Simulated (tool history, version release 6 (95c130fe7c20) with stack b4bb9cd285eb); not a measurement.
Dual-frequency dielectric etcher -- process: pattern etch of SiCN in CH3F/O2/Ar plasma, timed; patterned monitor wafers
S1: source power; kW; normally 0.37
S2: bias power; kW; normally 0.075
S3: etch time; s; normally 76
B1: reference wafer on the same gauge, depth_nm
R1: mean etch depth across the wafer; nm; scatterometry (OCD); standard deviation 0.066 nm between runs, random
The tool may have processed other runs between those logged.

Run 1, day 0: usual settings; B1 24.6. Result: R1 27.15 nm.
Run 2, day 2.708: usual settings; B1 24.62. Result: R1 27.07 nm.
Run 3, day 4.458: usual settings; B1 24.59. Result: R1 27.1 nm.
Run 4, day 12.021: usual settings but S2 0.065 kW; B1 24.58. Result: R1 24.78 nm.
At day 13.371: gauge calibrated.
Run 5, day 14.15: usual settings; B1 24.61. Result: R1 27.12 nm.
Run 6, day 15.75: usual settings; B1 24.59. Result: R1 27.1 nm.
At day 18.583: wet clean of the chamber.
Run 7, day 18.604: usual settings; B1 24.6. Result: R1 27.02 nm.
Run 8, day 20.304: usual settings; B1 24.6. Result: R1 27.08 nm.
At day 21.621: source power generator calibrated.
Run 9, day 23.242: usual settings but S1 0.31 kW, S2 0.087 kW, S3 53.5 s; B1 24.59. Result: R1 20.03 nm.
Run 10, day 24.888: usual settings but S1 0.31 kW; B1 24.59. Result: R1 26.12 nm.
At day 28.992: upper electrode replaced.
Run 11, day 29.721: usual settings but S3 64.5 s; B1 24.6. Result: R1 22.91 nm.
Run 12, day 31.375: usual settings; B1 24.6. Result: R1 27.01 nm.
Run 13, day 33.179: usual settings but S1 0.41 kW; B1 24.6. Result: R1 27.48 nm.
Run 14, day 34.579: usual settings; B1 24.6. Result: R1 26.99 nm.
Run 15, day 35.675: usual settings but S1 0.34 kW, S2 0.069 kW; B1 24.61. Result: R1 25.18 nm.
At day 36.329: source power generator calibrated, repeated, since the last time left the tool worse.
At day 38.442: wet clean of the chamber.
Run 16, day 38.462: usual settings but S3 57 s; B1 24.58. Result: R1 20.47 nm.
Run 17, day 38.992: usual settings but S2 0.059 kW, S3 82.5 s; B1 24.6. Result: R1 25.69 nm.
At day 39.608: bias power generator calibrated.
Run 18, day 41.525: usual settings; B1 24.6. Result: R1 27.22 nm.
Run 19, day 42.942: usual settings but S3 86 s; B1 24.6. Result: R1 30.86 nm.
Run 20, day 44.575: usual settings but S2 0.093 kW, S3 56 s; B1 24.59. Result: R1 22.54 nm.
Run 21, day 45.946: usual settings; B1 24.6. Result: R1 27.28 nm.
Run 22, day 47.6: usual settings but S1 0.3 kW, S2 0.087 kW; B1 24.61. Result: R1 28.71 nm.
Run 23, day 49.921: usual settings but S1 0.42 kW, S2 0.057 kW, S3 59.5 s; B1 24.59. Result: R1 18.63 nm.
Run 24, day 51.146: usual settings; B1 24.6. Result: R1 27.24 nm.
Run 25, day 53.925: usual settings but S1 0.33 kW, S2 0.058 kW, S3 68.5 s; B1 24.6. Result: R1 20.67 nm.
At day 57.358: wet clean of the chamber.
Run 26, day 57.379: usual settings but S1 0.34 kW, S3 56.5 s; B1 24.61. Result: R1 20.02 nm.
Run 27, day 58.017: usual settings; B1 24.59. Result: R1 27.19 nm.
Run 28, day 60.712: usual settings but S2 0.082 kW, S3 91.5 s; B1 24.59. Result: R1 34.59 nm.
Run 29, day 62.729: usual settings but S1 0.46 kW; B1 24.59. Result: R1 28.39 nm.

Some steps in R1, run to run, broken into two amounts with sign: the step expected even without the hidden condition (settings, incoming material, random variation), and the rest, left for the hidden condition together with whatever gauge scatter is not in both the measured and the hidden-condition-free result:
The hidden state here: etch rate over this chamber's usual, %; source power that arrives over what is set, %; bias power that arrives over what is set, %; gauge reads high (%).
Run 9 -> 10: S2 0.087 -> 0.075, S3 53.5 -> 76. R1 +6.09 nm: hidden state -0.08, all else +6.17.
Run 15 -> 16: S1 0.34 -> 0.37, S2 0.069 -> 0.075, S3 76 -> 57, source power generator calibrated, repeated, since the last time left the tool worse, wet clean of the chamber. R1 -4.71 nm: hidden state +0.35, all else -5.06.
Run 22 -> 23: S1 0.3 -> 0.42, S2 0.087 -> 0.057, S3 76 -> 59.5. R1 -10.08 nm: hidden state -0.01, all else -10.07.
Run 23 -> 24: S1 0.42 -> 0.37, S2 0.057 -> 0.075, S3 59.5 -> 76. R1 +8.61 nm: hidden state +0, all else +8.61.

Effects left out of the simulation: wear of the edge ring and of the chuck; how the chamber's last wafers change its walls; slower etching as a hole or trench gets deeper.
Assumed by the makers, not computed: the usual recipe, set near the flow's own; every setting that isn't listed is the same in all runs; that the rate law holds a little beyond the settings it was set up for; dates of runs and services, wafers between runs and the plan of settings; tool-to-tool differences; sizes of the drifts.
